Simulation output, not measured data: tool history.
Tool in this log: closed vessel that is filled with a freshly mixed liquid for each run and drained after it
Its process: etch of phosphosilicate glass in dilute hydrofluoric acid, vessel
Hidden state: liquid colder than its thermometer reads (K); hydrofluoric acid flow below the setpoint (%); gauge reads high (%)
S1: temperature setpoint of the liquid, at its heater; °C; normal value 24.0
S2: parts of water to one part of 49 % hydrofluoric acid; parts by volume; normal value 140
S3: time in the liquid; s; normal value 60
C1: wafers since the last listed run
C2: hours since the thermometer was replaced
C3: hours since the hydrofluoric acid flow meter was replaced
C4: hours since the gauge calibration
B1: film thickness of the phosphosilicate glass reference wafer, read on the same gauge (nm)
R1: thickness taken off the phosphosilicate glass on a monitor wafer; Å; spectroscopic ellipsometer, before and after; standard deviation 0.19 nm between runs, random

run	hour	S1	S2	S3	C1	C2	C3	C4	B1	R1
1	0.0	24.0	140	45	0	1862.8	1360.9	66.4	100.02	392.9
2	24.2	24.0	140	45	3187	1887.0	1385.1	90.6	100.02	390.8
3	46.4	24.0	140	45	2924	1909.2	1407.3	112.8	99.99	389.7
4	59.3	22.5	140	60	1699	1922.1	1420.2	125.7	100.02	486.5
5	76.6	22.5	140	60	2278	1939.4	1437.5	143.0	100.00	488.4
6	100.6	27.0	140	35	3161	1963.4	1461.5	167.0	100.02	339.8
7	115.0	27.0	140	35	1896	1977.8	1475.9	181.4	99.99	340.8
8	131.0	24.0	140	60	2107	1993.8	1491.9	197.4	100.04	517.1
9	147.7	24.0	140	60	2199	2010.5	1508.6	214.1	100.00	517.9
10	174.9	24.0	140	60	3582	2037.7	1535.8	241.3	100.04	517.0
11	203.4	24.0	140	60	3753	2066.2	1564.3	269.8	100.00	513.0
12	236.9	24.0	140	60	4412	2099.7	1597.8	303.3	100.00	516.1
13	268.9	24.0	140	60	4214	2131.7	1629.8	335.3	100.00	515.5
14	303.2	24.0	140	50	4517	2166.0	1664.1	369.6	99.99	429.5
15	338.2	24.0	140	50	4609	2201.0	1699.1	404.6	100.01	427.6
16	358.4	24.0	140	60	2660	2221.2	1719.3	424.8	100.01	513.5
17	391.0	22.0	140	45	4293	2253.8	1751.9	457.4	100.01	354.0
# hour 405.8: thermometer replaced
# hour 420.6: hydrofluoric acid flow meter replaced
# hour 420.8: gauge calibrated
18	421.1	21.0	105	50	3701	15.3	0.5	0.3	100.02	578.3
19	442.4	24.0	170	60	2805	36.6	21.8	21.6	99.99	444.0
20	467.4	24.0	140	30	3292	61.6	46.8	46.6	100.05	278.9
21	486.5	24.0	140	50	2515	80.7	65.9	65.7	99.97	468.7
22	505.2	21.0	140	60	2463	99.4	84.6	84.4	100.01	500.1
23	532.7	26.5	115	90	3622	126.9	112.1	111.9	100.00	1157.3
24	546.6	24.0	140	60	1830	140.8	126.0	125.8	100.03	557.3
25	565.1	20.5	205	30	2436	159.3	144.5	144.3	99.99	155.3
26	577.1	24.0	140	60	1580	171.3	156.5	156.3	99.99	558.4
27	593.9	24.0	140	30	2212	188.1	173.3	173.1	99.97	277.2
28	701.1	26.0	165	60	14119	295.3	280.5	280.3	100.03	491.4
29	723.8	28.0	140	60	2989	318.0	303.2	303.0	100.01	648.2
30	743.0	19.5	75	35	2528	337.2	322.4	322.2	99.99	542.4
31	767.7	24.0	140	60	3253	361.9	347.1	346.9	100.01	554.2
32	783.3	20.5	140	60	2054	377.5	362.7	362.5	100.00	478.4

Each row is a separate what-if for the run after 32, all from the same tool condition, not one after another. Results?
A	784.0	24.0	140	60	92	378.2	363.4	363.2	?	?
B	784.0	24.0	85	40	92	378.2	363.4	363.2	?	?
C	784.0	24.0	120	60	92	378.2	363.4	363.2	?	?
D	784.0	27.0	190	40	92	378.2	363.4	363.2	?	?

run	B1	R1
A	100.03	550.8
B	100.03	645.6
C	100.03	657.6
D	100.03	286.0
Stripped of hidden state, with their random variation kept, the same runs would have yielded:
run	R1
A	565.9
B	664.0
C	675.9
D	293.3

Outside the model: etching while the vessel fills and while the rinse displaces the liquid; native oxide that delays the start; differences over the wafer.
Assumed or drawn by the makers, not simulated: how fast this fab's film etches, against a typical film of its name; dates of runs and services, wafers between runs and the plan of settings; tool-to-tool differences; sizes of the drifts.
